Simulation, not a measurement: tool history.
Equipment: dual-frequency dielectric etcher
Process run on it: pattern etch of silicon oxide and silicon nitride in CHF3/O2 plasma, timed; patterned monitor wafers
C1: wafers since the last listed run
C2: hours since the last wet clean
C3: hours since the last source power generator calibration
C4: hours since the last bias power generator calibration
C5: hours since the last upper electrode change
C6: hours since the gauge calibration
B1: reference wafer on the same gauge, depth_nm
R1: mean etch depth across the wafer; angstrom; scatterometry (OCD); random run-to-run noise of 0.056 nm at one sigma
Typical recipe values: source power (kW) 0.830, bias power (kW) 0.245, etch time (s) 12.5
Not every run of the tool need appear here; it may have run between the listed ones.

{"run": 1, "hour": 0.0, "source power (kW)": 0.83, "bias power (kW)": 0.245, "etch time (s)": 12.5, "C1": 0, "C2": 95.8, "C3": 1169.7, "C4": 3947.7, "C5": 5465.0, "C6": 928.4, "B1": 18.6, "R1": 223.7}
{"run": 2, "hour": 57.0, "source power (kW)": 0.83, "bias power (kW)": 0.245, "etch time (s)": 12.5, "C1": 910, "C2": 152.8, "C3": 1226.7, "C4": 4004.7, "C5": 5522.0, "C6": 985.4, "B1": 18.61, "R1": 224.9}
{"run": 3, "hour": 126.9, "source power (kW)": 0.83, "bias power (kW)": 0.245, "etch time (s)": 12.5, "C1": 1116, "C2": 222.7, "C3": 1296.6, "C4": 4074.6, "C5": 5591.9, "C6": 1055.3, "B1": 18.6, "R1": 224.3}
{"run": 4, "hour": 174.0, "source power (kW)": 0.83, "bias power (kW)": 0.245, "etch time (s)": 12.5, "C1": 752, "C2": 269.8, "C3": 1343.7, "C4": 4121.7, "C5": 5639.0, "C6": 1102.4, "B1": 18.61, "R1": 224.5}
{"hour": 177.2, "done": "gauge calibrated"}
{"run": 5, "hour": 228.9, "source power (kW)": 0.83, "bias power (kW)": 0.245, "etch time (s)": 12.5, "C1": 876, "C2": 324.7, "C3": 1398.6, "C4": 4176.6, "C5": 5693.9, "C6": 51.7, "B1": 18.6, "R1": 225.0}
{"run": 6, "hour": 260.8, "source power (kW)": 0.83, "bias power (kW)": 0.245, "etch time (s)": 15.5, "C1": 509, "C2": 356.6, "C3": 1430.5, "C4": 4208.5, "C5": 5725.8, "C6": 83.6, "B1": 18.6, "R1": 277.7}
{"hour": 304.3, "done": "bias power generator calibrated"}
{"hour": 307.1, "done": "wet clean of the chamber"}
{"run": 7, "hour": 321.2, "source power (kW)": 0.83, "bias power (kW)": 0.245, "etch time (s)": 15.5, "C1": 857, "C2": 14.1, "C3": 1490.9, "C4": 16.9, "C5": 5786.2, "C6": 144.0, "B1": 18.59, "R1": 271.3}
{"run": 8, "hour": 375.3, "source power (kW)": 0.83, "bias power (kW)": 0.245, "etch time (s)": 12.5, "C1": 863, "C2": 68.2, "C3": 1545.0, "C4": 71.0, "C5": 5840.3, "C6": 198.1, "B1": 18.61, "R1": 218.9}
{"run": 9, "hour": 405.5, "source power (kW)": 0.83, "bias power (kW)": 0.245, "etch time (s)": 12.5, "C1": 482, "C2": 98.4, "C3": 1575.2, "C4": 101.2, "C5": 5870.5, "C6": 228.3, "B1": 18.59, "R1": 218.6}
{"run": 10, "hour": 443.0, "source power (kW)": 0.65, "bias power (kW)": 0.287, "etch time (s)": 12.5, "C1": 598, "C2": 135.9, "C3": 1612.7, "C4": 138.7, "C5": 5908.0, "C6": 265.8, "B1": 18.61, "R1": 206.3}
{"run": 11, "hour": 558.1, "source power (kW)": 0.83, "bias power (kW)": 0.205, "etch time (s)": 12.5, "C1": 1837, "C2": 251.0, "C3": 1727.8, "C4": 253.8, "C5": 6023.1, "C6": 380.9, "B1": 18.58, "R1": 204.3}
{"run": 12, "hour": 618.9, "source power (kW)": 0.92, "bias power (kW)": 0.226, "etch time (s)": 14.0, "C1": 970, "C2": 311.8, "C3": 1788.6, "C4": 314.6, "C5": 6083.9, "C6": 441.7, "B1": 18.6, "R1": 250.0}
{"hour": 636.2, "done": "source power generator calibrated"}
{"run": 13, "hour": 669.3, "source power (kW)": 1.01, "bias power (kW)": 0.285, "etch time (s)": 11.0, "C1": 740, "C2": 362.2, "C3": 33.1, "C4": 365.0, "C5": 6134.3, "C6": 492.1, "B1": 18.58, "R1": 226.3}
{"hour": 720.1, "done": "wet clean of the chamber"}
{"run": 14, "hour": 736.5, "source power (kW)": 0.83, "bias power (kW)": 0.245, "etch time (s)": 12.5, "C1": 689, "C2": 16.4, "C3": 100.3, "C4": 432.2, "C5": 6201.5, "C6": 559.3, "B1": 18.62, "R1": 218.3}
{"run": 15, "hour": 769.4, "source power (kW)": 0.83, "bias power (kW)": 0.245, "etch time (s)": 12.5, "C1": 525, "C2": 49.3, "C3": 133.2, "C4": 465.1, "C5": 6234.4, "C6": 592.2, "B1": 18.59, "R1": 219.7}
{"run": 16, "hour": 803.5, "source power (kW)": 0.83, "bias power (kW)": 0.3, "etch time (s)": 14.5, "C1": 544, "C2": 83.4, "C3": 167.3, "C4": 499.2, "C5": 6268.5, "C6": 626.3, "B1": 18.6, "R1": 276.7}
{"run": 17, "hour": 866.6, "source power (kW)": 0.97, "bias power (kW)": 0.223, "etch time (s)": 12.5, "C1": 1007, "C2": 146.5, "C3": 230.4, "C4": 562.3, "C5": 6331.6, "C6": 689.4, "B1": 18.61, "R1": 228.2}
{"run": 18, "hour": 931.3, "source power (kW)": 0.83, "bias power (kW)": 0.245, "etch time (s)": 12.5, "C1": 1033, "C2": 211.2, "C3": 295.1, "C4": 627.0, "C5": 6396.3, "C6": 754.1, "B1": 18.6, "R1": 220.5}
{"hour": 984.9, "done": "upper electrode replaced"}
{"run": 19, "hour": 1024.0, "source power (kW)": 0.83, "bias power (kW)": 0.245, "etch time (s)": 12.5, "C1": 1096, "C2": 303.9, "C3": 387.8, "C4": 719.7, "C5": 39.1, "C6": 846.8, "B1": 18.58, "R1": 219.5}
{"run": 20, "hour": 1067.9, "source power (kW)": 0.95, "bias power (kW)": 0.303, "etch time (s)": 11.0, "C1": 700, "C2": 347.8, "C3": 431.7, "C4": 763.6, "C5": 83.0, "C6": 890.7, "B1": 18.63, "R1": 225.1}
{"hour": 1114.3, "done": "wet clean of the chamber"}
{"run": 21, "hour": 1127.2, "source power (kW)": 0.83, "bias power (kW)": 0.203, "etch time (s)": 15.0, "C1": 563, "C2": 12.9, "C3": 491.0, "C4": 822.9, "C5": 142.3, "C6": 950.0, "B1": 18.6, "R1": 243.8}
{"hour": 1155.1, "done": "gauge calibrated"}
{"run": 22, "hour": 1160.1, "source power (kW)": 0.83, "bias power (kW)": 0.245, "etch time (s)": 14.0, "C1": 525, "C2": 45.8, "C3": 523.9, "C4": 855.8, "C5": 175.2, "C6": 5.0, "B1": 18.59, "R1": 245.5}
{"run": 23, "hour": 1281.0, "source power (kW)": 0.83, "bias power (kW)": 0.263, "etch time (s)": 11.0, "C1": 1930, "C2": 166.7, "C3": 644.8, "C4": 976.7, "C5": 296.1, "C6": 125.9, "B1": 18.59, "R1": 198.7}
{"run": 24, "hour": 1326.6, "source power (kW)": 0.69, "bias power (kW)": 0.245, "etch time (s)": 12.5, "C1": 728, "C2": 212.3, "C3": 690.4, "C4": 1022.3, "C5": 341.7, "C6": 171.5, "B1": 18.59, "R1": 199.7}
{"hour": 1486.4, "done": "wet clean of the chamber"}
{"run": 25, "hour": 1486.8, "source power (kW)": 0.83, "bias power (kW)": 0.245, "etch time (s)": 12.5, "C1": 2174, "C2": 0.4, "C3": 850.6, "C4": 1182.5, "C5": 501.9, "C6": 331.7, "B1": 18.6, "R1": 218.5}
{"run": 26, "hour": 1513.5, "source power (kW)": 0.83, "bias power (kW)": 0.198, "etch time (s)": 12.5, "C1": 426, "C2": 27.1, "C3": 877.3, "C4": 1209.2, "C5": 528.6, "C6": 358.4, "B1": 18.6, "R1": 200.9}
{"run": 27, "hour": 1551.9, "source power (kW)": 0.83, "bias power (kW)": 0.245, "etch time (s)": 12.5, "C1": 613, "C2": 65.5, "C3": 915.7, "C4": 1247.6, "C5": 567.0, "C6": 396.8, "B1": 18.59, "R1": 218.8}
{"run": 28, "hour": 1595.9, "source power (kW)": 0.83, "bias power (kW)": 0.264, "etch time (s)": 11.0, "C1": 702, "C2": 109.5, "C3": 959.7, "C4": 1291.6, "C5": 611.0, "C6": 440.8, "B1": 18.61, "R1": 200.1}

Branching from run 28: 5 alternative next runs. What would each branch give?
{"run": "A", "hour": 1596.3, "source power (kW)": 0.83, "bias power (kW)": 0.245, "etch time (s)": 11.5, "C1": 6, "C2": 109.9, "C3": 960.1, "C4": 1292.0, "C5": 611.4, "C6": 441.2, "B1": "?", "R1": "?"}
{"run": "B", "hour": 1596.3, "source power (kW)": 0.63, "bias power (kW)": 0.281, "etch time (s)": 12.5, "C1": 6, "C2": 109.9, "C3": 960.1, "C4": 1292.0, "C5": 611.4, "C6": 441.2, "B1": "?", "R1": "?"}
{"run": "C", "hour": 1596.3, "source power (kW)": 0.94, "bias power (kW)": 0.305, "etch time (s)": 14.0, "C1": 6, "C2": 109.9, "C3": 960.1, "C4": 1292.0, "C5": 611.4, "C6": 441.2, "B1": "?", "R1": "?"}
{"run": "D", "hour": 1596.3, "source power (kW)": 0.83, "bias power (kW)": 0.269, "etch time (s)": 12.5, "C1": 6, "C2": 109.9, "C3": 960.1, "C4": 1292.0, "C5": 611.4, "C6": 441.2, "B1": "?", "R1": "?"}
{"run": "E", "hour": 1596.3, "source power (kW)": 0.65, "bias power (kW)": 0.245, "etch time (s)": 15.0, "C1": 6, "C2": 109.9, "C3": 960.1, "C4": 1292.0, "C5": 611.4, "C6": 441.2, "B1": "?", "R1": "?"}

run=A B1=18.60 R1=202.3
run=B B1=18.60 R1=200.7
run=C B1=18.60 R1=286.8
run=D B1=18.60 R1=228.5
run=E B1=18.60 R1=231.4
What these runs would have given with no unlogged condition in the tool:
run=A R1=202.1
run=B R1=200.6
run=C R1=286.6
run=D R1=228.3
run=E R1=231.2

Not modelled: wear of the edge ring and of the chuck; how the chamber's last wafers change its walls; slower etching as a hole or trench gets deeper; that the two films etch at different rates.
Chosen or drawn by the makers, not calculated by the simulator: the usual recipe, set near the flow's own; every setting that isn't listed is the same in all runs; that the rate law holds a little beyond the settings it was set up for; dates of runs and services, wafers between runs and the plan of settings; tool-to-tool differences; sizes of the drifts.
